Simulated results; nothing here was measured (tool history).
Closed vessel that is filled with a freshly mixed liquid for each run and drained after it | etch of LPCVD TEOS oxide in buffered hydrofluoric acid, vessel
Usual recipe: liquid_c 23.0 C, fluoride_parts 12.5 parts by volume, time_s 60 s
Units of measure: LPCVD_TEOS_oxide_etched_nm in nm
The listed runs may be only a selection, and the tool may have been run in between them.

| run | hour | liquid_c | fluoride_parts | time_s | read-back film thickness of the LPCVD TEOS oxide reference wafer, read on the same gauge (nm) | LPCVD_TEOS_oxide_etched_nm |
|---|---|---|---|---|---|---|
| 1 | 0.0 | 23.0 | 12.5 | 60 | 30.00 | 104.08 |
| 2 | 5.6 | 23.0 | 12.5 | 60 | 29.99 | 102.82 |
| 3 | 24.2 | 23.0 | 9.5 | 60 | 30.00 | 132.59 |
| 4 | 31.2 | 23.0 | 9.5 | 60 | 30.05 | 133.42 |
| 5 | 38.0 | 23.0 | 9.5 | 60 | 29.98 | 133.52 |
| 6 | 56.0 | 21.0 | 12.5 | 60 | 30.03 | 93.62 |
| 7 | 63.8 | 21.0 | 12.5 | 60 | 30.02 | 93.37 |
| 8 | 70.9 | 23.0 | 12.5 | 70 | 29.96 | 121.43 |
| 9 | 83.5 | 24.5 | 12.5 | 40 | 29.97 | 75.88 |
| 10 | 126.2 | 23.0 | 12.5 | 60 | 30.03 | 104.16 |
| 11 | 139.7 | 25.5 | 12.5 | 50 | 30.00 | 99.18 |
| 12 | 152.9 | 19.0 | 12.5 | 60 | 29.99 | 83.31 |
| 13 | 160.8 | 19.0 | 15.0 | 50 | 29.97 | 58.05 |
| 14 | 168.9 | 23.0 | 12.5 | 60 | 30.02 | 104.30 |
| 15 | 183.2 | 23.0 | 17.0 | 60 | 30.00 | 68.32 |
| 16 | 197.2 | 27.0 | 17.0 | 80 | 30.00 | 114.01 |
| 17 | 203.3 | 27.0 | 15.5 | 90 | 29.99 | 139.62 |
| 18 | 217.5 | 24.5 | 7.5 | 95 | 30.03 | 257.38 |
| 19 | 225.7 | 21.5 | 9.5 | 30 | 30.02 | 54.38 |
| 20 | 236.0 | 25.5 | 10.5 | 70 | 29.98 | 145.82 |
| 21 | 252.7 | 23.0 | 12.5 | 60 | 30.00 | 93.59 |
| 22 | 263.8 | 23.0 | 12.5 | 60 | 30.01 | 93.30 |
| 23 | 269.9 | 23.0 | 10.0 | 60 | 30.00 | 116.42 |
| 24 | 281.1 | 24.5 | 12.5 | 40 | 30.00 | 66.96 |
| 25 | 297.4 | 23.0 | 10.0 | 90 | 30.00 | 172.23 |
| 26 | 307.5 | 19.0 | 16.5 | 90 | 30.01 | 84.67 |
| 27 | 319.5 | 23.0 | 12.5 | 60 | 30.00 | 93.12 |
| 28 | 330.5 | 23.0 | 12.5 | 75 | 30.01 | 117.18 |
| 29 | 343.7 | 23.0 | 12.5 | 60 | 30.01 | 93.71 |
| 30 | 355.9 | 28.0 | 14.5 | 90 | 29.98 | 158.91 |
| 31 | 362.2 | 20.0 | 15.0 | 45 | 30.00 | 49.60 |
| 32 | 373.9 | 23.0 | 12.5 | 60 | 30.04 | 93.07 |

Not shown here: 2 entries made in the log between runs. Locate each between two listed runs and compare the hidden state at the listed run before it with the hidden state at the listed run after it:
Logged between run 14 and run 15: hydrofluoric acid flow meter replaced (hour 171.4)
  hydrofluoric acid flow above the setpoint (%): 14.2 -> 0.392
  measured value less the no-hidden-state value, LPCVD_TEOS_oxide_etched_nm: +12.68 -> +0.26 nm
Logged between run 19 and run 20: gauge calibrated (hour 225.8)
  hydrofluoric acid flow above the setpoint (%): 0.65 -> 0.712
  measured value less the no-hidden-state value, LPCVD_TEOS_oxide_etched_nm: +0.22 -> +1.00 nm

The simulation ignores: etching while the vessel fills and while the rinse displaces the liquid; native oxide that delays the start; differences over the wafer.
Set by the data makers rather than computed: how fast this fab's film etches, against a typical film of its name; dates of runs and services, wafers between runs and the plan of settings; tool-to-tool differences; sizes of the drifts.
